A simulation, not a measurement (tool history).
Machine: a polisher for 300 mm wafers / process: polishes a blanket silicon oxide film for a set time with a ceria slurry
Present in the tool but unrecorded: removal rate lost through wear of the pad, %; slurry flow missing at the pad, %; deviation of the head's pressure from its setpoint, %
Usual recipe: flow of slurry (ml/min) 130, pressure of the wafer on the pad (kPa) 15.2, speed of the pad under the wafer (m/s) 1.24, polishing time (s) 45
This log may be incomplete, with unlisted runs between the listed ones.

| run | hour | flow of slurry (ml/min) | pressure of the wafer on the pad (kPa) | speed of the pad under the wafer (m/s) | polishing time (s) | wafers since the last listed run | wafers polished on this pad | hours since the slurry nozzle was cleaned | hours since the head pressure was calibrated | incoming thickness of the incoming film, nm | film removed (nm) |
|---|---|---|---|---|---|---|---|---|---|---|---|
| 1 | 0 | 130 | 12.4 | 1.24 | 45 | 0 | 475 | 388.7 | 992.2 | 841 | 141.3 |
| 2 | 14.1 | 130 | 15.2 | 1.24 | 45 | 172 | 647 | 402.8 | 1006.3 | 836.9 | 173.6 |
| 3 | 26.8 | 130 | 15.2 | 1.24 | 45 | 155 | 803 | 415.5 | 1019 | 826.3 | 173.7 |
| 4 | 47.6 | 130 | 15.2 | 1.24 | 45 | 254 | 1058 | 436.3 | 1039.8 | 831.7 | 170.8 |
| 5 | 77.1 | 130 | 13.8 | 1.24 | 45 | 361 | 1420 | 465.8 | 1069.3 | 827.9 | 158.7 |
| 6 | 91.8 | 130 | 13.8 | 1.24 | 45 | 180 | 1600 | 480.5 | 1084 | 831 | 154.7 |
|  | 115.9 | worn pad replaced by a new one |
| 7 | 116.4 | 130 | 15.2 | 1.24 | 45 | 252 | 6 | 505.1 | 1108.6 | 842.1 | 170.8 |
| 8 | 143.1 | 130 | 15.2 | 1.24 | 45 | 327 | 333 | 531.8 | 1135.3 | 815.9 | 169.9 |
| 9 | 175.5 | 130 | 15.2 | 1.24 | 45 | 397 | 730 | 564.2 | 1167.7 | 818.1 | 169.7 |
| 10 | 203.3 | 130 | 15.2 | 1.24 | 45 | 340 | 1071 | 592 | 1195.5 | 832.4 | 167.4 |
| 11 | 224.5 | 130 | 15.2 | 1.24 | 45 | 259 | 1331 | 613.2 | 1216.7 | 849.3 | 167.5 |
| 12 | 241.1 | 100 | 15.2 | 1.24 | 45 | 203 | 1535 | 629.8 | 1233.3 | 833.6 | 155.4 |
| 13 | 254.2 | 130 | 15.2 | 1.24 | 45 | 160 | 1695 | 642.9 | 1246.4 | 831.9 | 167.9 |
|  | 274.5 | worn pad replaced by a new one |
| 14 | 284.7 | 115 | 15.2 | 1.24 | 45 | 324 | 125 | 673.4 | 1276.9 | 841.8 | 160 |
| 15 | 310.7 | 115 | 15.2 | 1.24 | 45 | 318 | 444 | 699.4 | 1302.9 | 831.8 | 160.1 |
| 16 | 346.6 | 130 | 15.2 | 1.24 | 45 | 440 | 884 | 735.3 | 1338.8 | 823 | 163.2 |
|  | 358.6 | slurry nozzle cleaned |
| 17 | 370.6 | 95 | 19.3 | 1.24 | 59 | 281 | 1166 | 12 | 1362.8 | 835.8 | 267.1 |
| 18 | 384.7 | 130 | 15.2 | 1.24 | 45 | 172 | 1339 | 26.1 | 1376.9 | 824.3 | 175 |
| 19 | 410.8 | 130 | 15.2 | 1.66 | 40 | 319 | 1658 | 52.2 | 1403 | 841.7 | 211.7 |

Run 20 has not been measured yet. What should we expect?
|  | 417.1 | worn pad replaced by a new one |
|  | 434 | head pressure recalibrated |
| 20 | 439.7 | 100 | 15.2 | 1.24 | 45 | 280 | 252 | 81.1 | 5.7 | 826.5 | ? |

film removed (nm): 166.1
Minus the tool's unlogged condition, the same run would have read film removed (nm) 168.5.

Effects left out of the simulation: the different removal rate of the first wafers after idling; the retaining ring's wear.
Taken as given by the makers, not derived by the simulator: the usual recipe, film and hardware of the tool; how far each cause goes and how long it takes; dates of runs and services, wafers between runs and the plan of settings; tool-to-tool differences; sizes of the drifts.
